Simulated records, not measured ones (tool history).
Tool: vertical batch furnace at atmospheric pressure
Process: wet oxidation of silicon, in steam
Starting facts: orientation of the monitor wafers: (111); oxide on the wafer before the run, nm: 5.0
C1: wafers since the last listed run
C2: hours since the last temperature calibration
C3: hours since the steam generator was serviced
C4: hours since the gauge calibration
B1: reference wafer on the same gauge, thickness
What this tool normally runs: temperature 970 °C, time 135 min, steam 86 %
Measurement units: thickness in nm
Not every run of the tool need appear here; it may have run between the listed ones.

Run 1, hour 0: usual settings; C1 0; C2 1786.7; C3 2226.6; C4 51.9; B1 655.47. Result: thickness 573.75 nm.
Run 2, hour 19.9: usual settings but time 162.5 min; C1 246; C2 1806.6; C3 2246.5; C4 71.8; B1 655.21. Result: thickness 643.72 nm.
Run 3, hour 45.7: usual settings; C1 319; C2 1832.4; C3 2272.3; C4 97.6; B1 654.97. Result: thickness 575.48 nm.
Run 4, hour 78.9: usual settings but time 106.5 min; C1 411; C2 1865.6; C3 2305.5; C4 130.8; B1 655.05. Result: thickness 496.96 nm.
Run 5, hour 114: usual settings but time 106.5 min; C1 434; C2 1900.7; C3 2340.6; C4 165.9; B1 655.17. Result: thickness 493.81 nm.
Run 6, hour 218.8: usual settings but steam 83 %; C1 1298; C2 2005.5; C3 2445.4; C4 270.7; B1 655.07. Result: thickness 563.45 nm.
Run 7, hour 252.7: usual settings but steam 83 %; C1 419; C2 2039.4; C3 2479.3; C4 304.6; B1 655.05. Result: thickness 560.13 nm.
At hour 298.1: thermocouples replaced and temperature profile calibrated.
Run 8, hour 298.6: usual settings but steam 83 %; C1 271; C2 0.5; C3 2525.2; C4 350.5; B1 654.78. Result: thickness 559.32 nm.
Run 9, hour 318.7: usual settings but time 167 min; C1 248; C2 20.6; C3 2545.3; C4 370.6; B1 655.02. Result: thickness 652.73 nm.
Run 10, hour 342.6: usual settings but time 167 min; C1 296; C2 44.5; C3 2569.2; C4 394.5; B1 655.34. Result: thickness 651.89 nm.
Run 11, hour 368.5: usual settings but temperature 977 °C, time 161 min; C1 320; C2 70.4; C3 2595.1; C4 420.4; B1 654.98. Result: thickness 663.33 nm.
Run 12, hour 380.6: usual settings; C1 149; C2 82.5; C3 2607.2; C4 432.5; B1 654.95. Result: thickness 571.13 nm.
Run 13, hour 397.3: usual settings; C1 206; C2 99.2; C3 2623.9; C4 449.2; B1 654.96. Result: thickness 572.1 nm.
Run 14, hour 420: usual settings; C1 281; C2 121.9; C3 2646.6; C4 471.9; B1 654.89. Result: thickness 571.15 nm.
Run 15, hour 437.5: usual settings; C1 216; C2 139.4; C3 2664.1; C4 489.4; B1 655.11. Result: thickness 570.82 nm.
Run 16, hour 450.1: usual settings; C1 156; C2 152; C3 2676.7; C4 502; B1 655.06. Result: thickness 572.73 nm.
Run 17, hour 476.3: usual settings; C1 324; C2 178.2; C3 2702.9; C4 528.2; B1 654.73. Result: thickness 571.6 nm.
At hour 509: steam generator serviced.
Run 18, hour 509.5: usual settings but temperature 980 °C, time 189.5 min, steam 78 %; C1 113; C2 211.4; C3 0.5; C4 561.4; B1 655.17. Result: thickness 727.44 nm.
Run 19, hour 523.8: usual settings; C1 177; C2 225.7; C3 14.8; C4 575.7; B1 654.58. Result: thickness 596.5 nm.
At hour 528.9: gauge calibrated.
Run 20, hour 538: usual settings but temperature 963 °C, time 103 min, steam 82 %; C1 175; C2 239.9; C3 29; C4 9.1; B1 654.89. Result: thickness 471.61 nm.
Run 21, hour 562.1: usual settings but time 90.5 min, steam 97 %; C1 298; C2 264; C3 53.1; C4 33.2; B1 654.98. Result: thickness 501.77 nm.
Run 22, hour 588.8: usual settings but steam 80 %; C1 330; C2 290.7; C3 79.8; C4 59.9; B1 655.18. Result: thickness 569.72 nm.
Run 23, hour 609.6: usual settings but time 84 min, steam 75 %; C1 257; C2 311.5; C3 100.6; C4 80.7; B1 655.24. Result: thickness 406.03 nm.
Run 24, hour 631: usual settings; C1 265; C2 332.9; C3 122; C4 102.1; B1 655.17. Result: thickness 594.51 nm.
Run 25, hour 653.6: usual settings but temperature 962 °C, time 112.5 min, steam 78 %; C1 279; C2 355.5; C3 144.6; C4 124.7; B1 655.04. Result: thickness 474.53 nm.
Run 26, hour 668.6: usual settings but temperature 947 °C, time 180.5 min; C1 185; C2 370.5; C3 159.6; C4 139.7; B1 655. Result: thickness 623.65 nm.
Run 27, hour 764.7: usual settings but temperature 978 °C; C1 1190; C2 466.6; C3 255.7; C4 235.8; B1 655.21. Result: thickness 622.2 nm.
Run 28, hour 782.8: usual settings but time 161 min, steam 95 %; C1 224; C2 484.7; C3 273.8; C4 253.9; B1 655.08. Result: thickness 701.49 nm.

Forecast each of these 5 alternatives for the next run:
Run A, hour 789.6: usual settings but time 97 min; C1 84; C2 491.5; C3 280.6; C4 260.7; B1 ?. Result: thickness ?.
Run B, hour 789.6: usual settings but temperature 980 °C, time 177 min, steam 80 %; C1 84; C2 491.5; C3 280.6; C4 260.7; B1 ?. Result: thickness ?.
Run C, hour 789.6: usual settings but time 187.5 min, steam 75 %; C1 84; C2 491.5; C3 280.6; C4 260.7; B1 ?. Result: thickness ?.
Run D, hour 789.6: usual settings but temperature 979 °C, time 196.5 min, steam 83 %; C1 84; C2 491.5; C3 280.6; C4 260.7; B1 ?. Result: thickness ?.
Run E, hour 789.6: usual settings but steam 94 %; C1 84; C2 491.5; C3 280.6; C4 260.7; B1 ?. Result: thickness ?.

run      B1  thickness
  A  654.91     484.76
  B  654.91      708.5
  C  654.91     669.35
  D  654.91     766.25
  E  654.91     628.91
With the hidden condition removed and each run's random variation left untouched, the same runs would have given:
run  thickness
  A     487.62
  B     712.42
  C     673.12
  D     770.44
  E     632.49
